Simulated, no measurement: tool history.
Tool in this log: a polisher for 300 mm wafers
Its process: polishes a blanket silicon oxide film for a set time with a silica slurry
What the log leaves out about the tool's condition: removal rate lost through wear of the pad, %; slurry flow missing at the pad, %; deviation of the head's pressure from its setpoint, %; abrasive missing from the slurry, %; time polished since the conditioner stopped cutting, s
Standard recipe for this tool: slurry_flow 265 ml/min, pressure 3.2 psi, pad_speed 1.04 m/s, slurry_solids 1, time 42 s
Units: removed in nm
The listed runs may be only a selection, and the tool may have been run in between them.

run	hour	slurry_flow	pressure	pad_speed	slurry_solids	time	wafers since the last listed run	wafers polished on this pad	hours since the slurry nozzle was cleaned	hours since the head pressure was calibrated	hours since the slurry blender was calibrated	hours since the conditioning disc was replaced	incoming thickness of the incoming film, nm	removed
1	0	265	3.2	1.04	1	42	0	661	48.7	463.5	42.8	84.9	1693.7	89
2	51.8	265	3.2	1.04	1	42	650	1312	100.5	515.3	94.6	136.7	1703.8	84.9
3	103.9	265	3.2	1.04	1	42	654	1967	152.6	567.4	146.7	188.8	1740.1	82.1
# hour 118.2: worn pad replaced by a new one
4	144.5	265	3.2	1.04	1	42	459	330	193.2	608	187.3	229.4	1679.9	83.9
5	185.8	265	3.2	1.04	1	42	518	849	234.5	649.3	228.6	270.7	1719.6	83.5
# hour 196.6: slurry blender recalibrated
# hour 289.5: slurry nozzle cleaned
# hour 298.1: worn pad replaced by a new one
6	339	265	3.2	1.04	1	42	1836	513	49.5	802.5	142.4	423.9	1705.2	84.4
7	367.2	230	2.4	1.04	1	42	354	868	77.7	830.7	170.6	452.1	1697.1	59.5
# hour 421: slurry blender recalibrated
# hour 440: worn pad replaced by a new one
8	440.5	330	3.2	0.92	1.25	42	845	6	151	904	19.5	525.4	1719.4	95.9
# hour 467.7: conditioning disc replaced and pad reconditioned
# hour 503.3: head pressure recalibrated
9	509	265	3.2	1.04	1	42	810	816	219.5	5.7	88	41.3	1675.9	83.3
10	544.1	265	3.2	1.04	0.8	42	440	1257	254.6	40.8	123.1	76.4	1678.6	69.4
11	596.8	225	3.2	0.8	1.1	51	662	1919	307.3	93.5	175.8	129.1	1718.8	78.7
# hour 605.5: worn pad replaced by a new one
# hour 613.2: slurry nozzle cleaned
12	644.9	265	3.2	1.04	1	42	541	482	31.7	141.6	223.9	177.2	1691	80.5
# hour 666.9: slurry blender recalibrated
13	695.2	265	3.2	1.14	1.2	42	606	1089	82	191.9	28.3	227.5	1694.9	107.3
14	739.6	320	3.2	1.14	1	34	557	1647	126.4	236.3	72.7	271.9	1722.5	76.5
# hour 761: worn pad replaced by a new one
15	787.4	220	3.2	0.84	1.2	36	550	331	174.2	284.1	120.5	319.7	1722.5	65

What differs in the tool's unlogged condition from the final listed run ahead of each entry between runs to the first listed run following it?
Runs 3 to 4: worn pad replaced by a new one (hour 118.2)
  deviation of the head's pressure from its setpoint, %: 10.4 -> 10.7; abrasive missing from the slurry, %: 30.9 -> 32.8
  measured value less the no-hidden-state value, removed: -6.4 -> -7.6 nm
Runs 5 to 6: slurry blender recalibrated (hour 196.6); slurry nozzle cleaned (hour 289.5); worn pad replaced by a new one (hour 298.1)
  deviation of the head's pressure from its setpoint, %: 11 -> 11.7; abrasive missing from the slurry, %: 33.9 -> 32.4
  measured value less the no-hidden-state value, removed: -8.1 -> -6.5 nm
Runs 7 to 8: slurry blender recalibrated (hour 421); worn pad replaced by a new one (hour 440)
  deviation of the head's pressure from its setpoint, %: 11.8 -> 12; abrasive missing from the slurry, %: 33.9 -> 8.36
  measured value less the no-hidden-state value, removed: -5.3 -> +7.3 nm
Runs 8 to 9: conditioning disc replaced and pad reconditioned (hour 467.7); head pressure recalibrated (hour 503.3)
  deviation of the head's pressure from its setpoint, %: 12 -> 0.874; abrasive missing from the slurry, %: 8.36 -> 21.2
  measured value less the no-hidden-state value, removed: +7.3 -> -8.9 nm
Runs 11 to 12: worn pad replaced by a new one (hour 605.5); slurry nozzle cleaned (hour 613.2)
  deviation of the head's pressure from its setpoint, %: 3.57 -> 4.79; abrasive missing from the slurry, %: 27.7 -> 29.2
  measured value less the no-hidden-state value, removed: -9 -> -9.7 nm
Runs 12 to 13: slurry blender recalibrated (hour 666.9)
  deviation of the head's pressure from its setpoint, %: 4.79 -> 5.9; abrasive missing from the slurry, %: 29.2 -> 9.28
  measured value less the no-hidden-state value, removed: -9.7 -> +1.9 nm
Runs 14 to 15: worn pad replaced by a new one (hour 761)
  deviation of the head's pressure from its setpoint, %: 6.76 -> 7.58; abrasive missing from the slurry, %: 17.8 -> 23
  measured value less the no-hidden-state value, removed: -1.8 -> -2.4 nm
